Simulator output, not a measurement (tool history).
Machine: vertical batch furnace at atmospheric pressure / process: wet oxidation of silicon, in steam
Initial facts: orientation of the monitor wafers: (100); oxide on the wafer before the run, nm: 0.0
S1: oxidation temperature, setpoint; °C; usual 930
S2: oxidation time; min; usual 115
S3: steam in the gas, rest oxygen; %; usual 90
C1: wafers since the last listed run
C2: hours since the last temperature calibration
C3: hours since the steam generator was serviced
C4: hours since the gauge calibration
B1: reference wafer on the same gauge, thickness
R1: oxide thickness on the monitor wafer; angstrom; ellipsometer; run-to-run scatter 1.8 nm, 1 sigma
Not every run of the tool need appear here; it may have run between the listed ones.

run 1 day=0 | S1=930 S2=115 S3=82 | C1=0 C2=1776.1 C3=2998.9 C4=957.9 | B1=414.98 | R1=3552.8
run 2 day=2.938 | S1=930 S2=97.5 S3=90 | C1=453 C2=1846.6 C3=3069.4 C4=1028.4 | B1=414.84 | R1=3346.8
run 3 day=5.254 | S1=930 S2=154.5 S3=90 | C1=357 C2=1902.2 C3=3125 C4=1084 | B1=415.01 | R1=4794.5
run 4 day=7.592 | S1=930 S2=154.5 S3=90 | C1=361 C2=1958.3 C3=3181.1 C4=1140.1 | B1=415.44 | R1=4811.8
run 5 day=10.396 | S1=930 S2=115 S3=90 | C1=433 C2=2025.6 C3=3248.4 C4=1207.4 | B1=414.6 | R1=3834.1
run 6 day=18.238 | S1=930 S2=115 S3=90 | C1=1211 C2=2213.8 C3=3436.6 C4=1395.6 | B1=415.46 | R1=3838.9
run 7 day=19.683 | S1=930 S2=115 S3=90 | C1=223 C2=2248.5 C3=3471.3 C4=1430.3 | B1=415.1 | R1=3844.5
-- day=20.079 gauge calibrated
-- day=22.779 steam generator serviced
run 8 day=22.8 | S1=930 S2=92.5 S3=90 | C1=327 C2=2323.3 C3=0.5 C4=65.3 | B1=415.06 | R1=3273.6
run 9 day=24.933 | S1=930 S2=92.5 S3=90 | C1=329 C2=2374.5 C3=51.7 C4=116.5 | B1=414.91 | R1=3287.7
run 10 day=27.492 | S1=930 S2=115 S3=90 | C1=395 C2=2435.9 C3=113.1 C4=177.9 | B1=414.76 | R1=3853.6
run 11 day=28.542 | S1=930 S2=115 S3=90 | C1=162 C2=2461.1 C3=138.3 C4=203.1 | B1=414.77 | R1=3856.5
run 12 day=31.062 | S1=930 S2=115 S3=90 | C1=389 C2=2521.6 C3=198.8 C4=263.6 | B1=415.19 | R1=3862.4
run 13 day=35.062 | S1=930 S2=115 S3=82 | C1=618 C2=2617.6 C3=294.8 C4=359.6 | B1=415.14 | R1=3615.7
run 14 day=37.192 | S1=921 S2=115 S3=90 | C1=328 C2=2668.7 C3=345.9 C4=410.7 | B1=415.24 | R1=3551.8
-- day=39.733 thermocouples replaced and temperature profile calibrated
run 15 day=39.754 | S1=905 S2=92 S3=94 | C1=241 C2=0.5 C3=407.4 C4=472.2 | B1=415.24 | R1=2716
run 16 day=42.596 | S1=930 S2=115 S3=95 | C1=439 C2=68.7 C3=475.6 C4=540.4 | B1=415.11 | R1=4169.2
run 17 day=43.858 | S1=915 S2=172.5 S3=90 | C1=195 C2=99 C3=505.9 C4=570.7 | B1=415 | R1=4739.1
run 18 day=45.433 | S1=930 S2=115 S3=84 | C1=243 C2=136.8 C3=543.7 C4=608.5 | B1=415.33 | R1=3765.3
run 19 day=47.442 | S1=948 S2=62 S3=86 | C1=310 C2=185 C3=591.9 C4=656.7 | B1=414.8 | R1=2834.7
run 20 day=48.846 | S1=937 S2=76.5 S3=90 | C1=216 C2=218.7 C3=625.6 C4=690.4 | B1=415.58 | R1=3106.8
run 21 day=51.258 | S1=940 S2=161 S3=96 | C1=372 C2=276.6 C3=683.5 C4=748.3 | B1=415.04 | R1=5849.9
-- day=53.092 thermocouples replaced and temperature profile calibrated, repeated, since the last time left the tool worse
run 22 day=53.112 | S1=944 S2=142.5 S3=85 | C1=131 C2=0.5 C3=728 C4=792.8 | B1=415.27 | R1=4759.5
run 23 day=54.467 | S1=940 S2=161 S3=96 | C1=209 C2=33 C3=760.5 C4=825.3 | B1=415.11 | R1=5573
run 24 day=55.762 | S1=930 S2=115 S3=90 | C1=200 C2=64.1 C3=791.6 C4=856.4 | B1=415.11 | R1=3780.3
run 25 day=57.121 | S1=930 S2=155 S3=90 | C1=209 C2=96.7 C3=824.2 C4=889 | B1=414.69 | R1=4782

Forecast each of these 4 alternatives for the next run:
run A day=57.4 | S1=930 S2=115 S3=97 | C1=43 C2=103.4 C3=830.9 C4=895.7 | B1=? | R1=?
run B day=57.4 | S1=923 S2=115 S3=97 | C1=43 C2=103.4 C3=830.9 C4=895.7 | B1=? | R1=?
run C day=57.4 | S1=914 S2=90.5 S3=97 | C1=43 C2=103.4 C3=830.9 C4=895.7 | B1=? | R1=?
run D day=57.4 | S1=930 S2=115 S3=79 | C1=43 C2=103.4 C3=830.9 C4=895.7 | B1=? | R1=?

run=A B1=415.27 R1=4048.6
run=B B1=415.27 R1=3796.1
run=C B1=415.27 R1=2857
run=D B1=415.27 R1=3449.6
With no hidden state in the tool, these same runs would have given:
run=A R1=4033.9
run=B R1=3781.6
run=C R1=2844.4
run=D R1=3436.5

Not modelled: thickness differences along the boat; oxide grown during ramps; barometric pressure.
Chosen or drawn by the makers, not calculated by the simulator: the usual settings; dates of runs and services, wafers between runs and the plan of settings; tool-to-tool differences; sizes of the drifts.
